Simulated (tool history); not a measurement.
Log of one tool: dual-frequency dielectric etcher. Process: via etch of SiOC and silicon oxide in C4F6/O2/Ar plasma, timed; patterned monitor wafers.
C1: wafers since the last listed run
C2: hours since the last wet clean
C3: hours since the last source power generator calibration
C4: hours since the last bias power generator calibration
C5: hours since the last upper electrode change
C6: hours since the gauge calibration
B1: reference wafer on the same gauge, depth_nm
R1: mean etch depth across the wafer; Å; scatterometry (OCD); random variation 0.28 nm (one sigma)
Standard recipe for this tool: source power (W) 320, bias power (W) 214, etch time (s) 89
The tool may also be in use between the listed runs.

{"run": 1, "hour": 0.0, "source power (W)": 320, "bias power (W)": 214, "etch time (s)": 89, "C1": 0, "C2": 218.4, "C3": 3774.5, "C4": 2706.3, "C5": 3565, "C6": 500.2, "B1": 100.3, "R1": 964}
{"run": 2, "hour": 84.0, "source power (W)": 320, "bias power (W)": 214, "etch time (s)": 89, "C1": 1112, "C2": 302.4, "C3": 3858.5, "C4": 2790.3, "C5": 3649, "C6": 584.2, "B1": 100.4, "R1": 960}
{"run": 3, "hour": 189.9, "source power (W)": 320, "bias power (W)": 214, "etch time (s)": 89, "C1": 1402, "C2": 408.3, "C3": 3964.4, "C4": 2896.2, "C5": 3754.9, "C6": 690.1, "B1": 100.4, "R1": 953}
{"hour": 258.7, "done": "wet clean of the chamber"}
{"run": 4, "hour": 272.5, "source power (W)": 350, "bias power (W)": 214, "etch time (s)": 89, "C1": 776, "C2": 13.8, "C3": 4047, "C4": 2978.8, "C5": 3837.5, "C6": 772.7, "B1": 100.2, "R1": 994}
{"run": 5, "hour": 317.0, "source power (W)": 350, "bias power (W)": 214, "etch time (s)": 89, "C1": 589, "C2": 58.3, "C3": 4091.5, "C4": 3023.3, "C5": 3882, "C6": 817.2, "B1": 100.3, "R1": 987}
{"run": 6, "hour": 373.3, "source power (W)": 320, "bias power (W)": 214, "etch time (s)": 101.5, "C1": 745, "C2": 114.6, "C3": 4147.8, "C4": 3079.6, "C5": 3938.3, "C6": 873.5, "B1": 100.3, "R1": 1096}
{"run": 7, "hour": 456.0, "source power (W)": 370, "bias power (W)": 214, "etch time (s)": 89, "C1": 1095, "C2": 197.3, "C3": 4230.5, "C4": 3162.3, "C5": 4021, "C6": 956.2, "B1": 100.2, "R1": 989}
{"run": 8, "hour": 554.1, "source power (W)": 370, "bias power (W)": 214, "etch time (s)": 89, "C1": 1299, "C2": 295.4, "C3": 4328.6, "C4": 3260.4, "C5": 4119.1, "C6": 1054.3, "B1": 100.2, "R1": 985}
{"run": 9, "hour": 652.2, "source power (W)": 390, "bias power (W)": 238, "etch time (s)": 102.5, "C1": 1299, "C2": 393.5, "C3": 4426.7, "C4": 3358.5, "C5": 4217.2, "C6": 1152.4, "B1": 100.2, "R1": 1170}
{"hour": 687.2, "done": "wet clean of the chamber"}
{"hour": 687.6, "done": "bias power generator calibrated"}
{"hour": 723.6, "done": "upper electrode replaced"}
{"run": 10, "hour": 753.9, "source power (W)": 250, "bias power (W)": 175, "etch time (s)": 89, "C1": 706, "C2": 66.7, "C3": 4528.4, "C4": 66.3, "C5": 30.3, "C6": 1254.1, "B1": 100.3, "R1": 881}
{"run": 11, "hour": 807.6, "source power (W)": 320, "bias power (W)": 214, "etch time (s)": 89, "C1": 711, "C2": 120.4, "C3": 4582.1, "C4": 120, "C5": 84, "C6": 1307.8, "B1": 100.3, "R1": 961}
{"run": 12, "hour": 845.3, "source power (W)": 320, "bias power (W)": 165, "etch time (s)": 75.5, "C1": 499, "C2": 158.1, "C3": 4619.8, "C4": 157.7, "C5": 121.7, "C6": 1345.5, "B1": 100.3, "R1": 774}
{"hour": 882.9, "done": "source power generator calibrated"}
{"hour": 1063.2, "done": "gauge calibrated"}
{"hour": 1113.1, "done": "wet clean of the chamber"}
{"run": 13, "hour": 1164.3, "source power (W)": 300, "bias power (W)": 190, "etch time (s)": 107.5, "C1": 3854, "C2": 51.2, "C3": 281.4, "C4": 476.7, "C5": 440.7, "C6": 101.1, "B1": 100.2, "R1": 1120}
{"run": 14, "hour": 1218.6, "source power (W)": 250, "bias power (W)": 175, "etch time (s)": 89, "C1": 719, "C2": 105.5, "C3": 335.7, "C4": 531, "C5": 495, "C6": 155.4, "B1": 100.3, "R1": 880}
{"run": 15, "hour": 1283.5, "source power (W)": 390, "bias power (W)": 214, "etch time (s)": 96.5, "C1": 859, "C2": 170.4, "C3": 400.6, "C4": 595.9, "C5": 559.9, "C6": 220.3, "B1": 100.4, "R1": 1085}
{"run": 16, "hour": 1342.2, "source power (W)": 320, "bias power (W)": 214, "etch time (s)": 111, "C1": 777, "C2": 229.1, "C3": 459.3, "C4": 654.6, "C5": 618.6, "C6": 279, "B1": 100.3, "R1": 1195}
{"run": 17, "hour": 1434.8, "source power (W)": 340, "bias power (W)": 178, "etch time (s)": 77.5, "C1": 1226, "C2": 321.7, "C3": 551.9, "C4": 747.2, "C5": 711.2, "C6": 371.6, "B1": 100.3, "R1": 805}

Take each entry between the runs: how does the hidden state at the last listed run before it differ from the hidden state at the first listed run after it?
Runs 3 to 4: wet clean of the chamber (hour 258.7)
  etch rate over this chamber's usual, %: -1.85 -> -0.192
  what was measured, less what the result would be without the hidden state, R1: -18 -> -2 Å
Runs 9 to 10: wet clean of the chamber (hour 687.2); bias power generator calibrated (hour 687.6); upper electrode replaced (hour 723.6)
  etch rate over this chamber's usual, %: -2.06 -> -0.427
  what was measured, less what the result would be without the hidden state, R1: -24 -> -4 Å
Runs 12 to 13: source power generator calibrated (hour 882.9); gauge calibrated (hour 1063.2); wet clean of the chamber (hour 1113.1)
  etch rate over this chamber's usual, %: -0.878 -> -0.737
  what was measured, less what the result would be without the hidden state, R1: -7 -> -9 Å

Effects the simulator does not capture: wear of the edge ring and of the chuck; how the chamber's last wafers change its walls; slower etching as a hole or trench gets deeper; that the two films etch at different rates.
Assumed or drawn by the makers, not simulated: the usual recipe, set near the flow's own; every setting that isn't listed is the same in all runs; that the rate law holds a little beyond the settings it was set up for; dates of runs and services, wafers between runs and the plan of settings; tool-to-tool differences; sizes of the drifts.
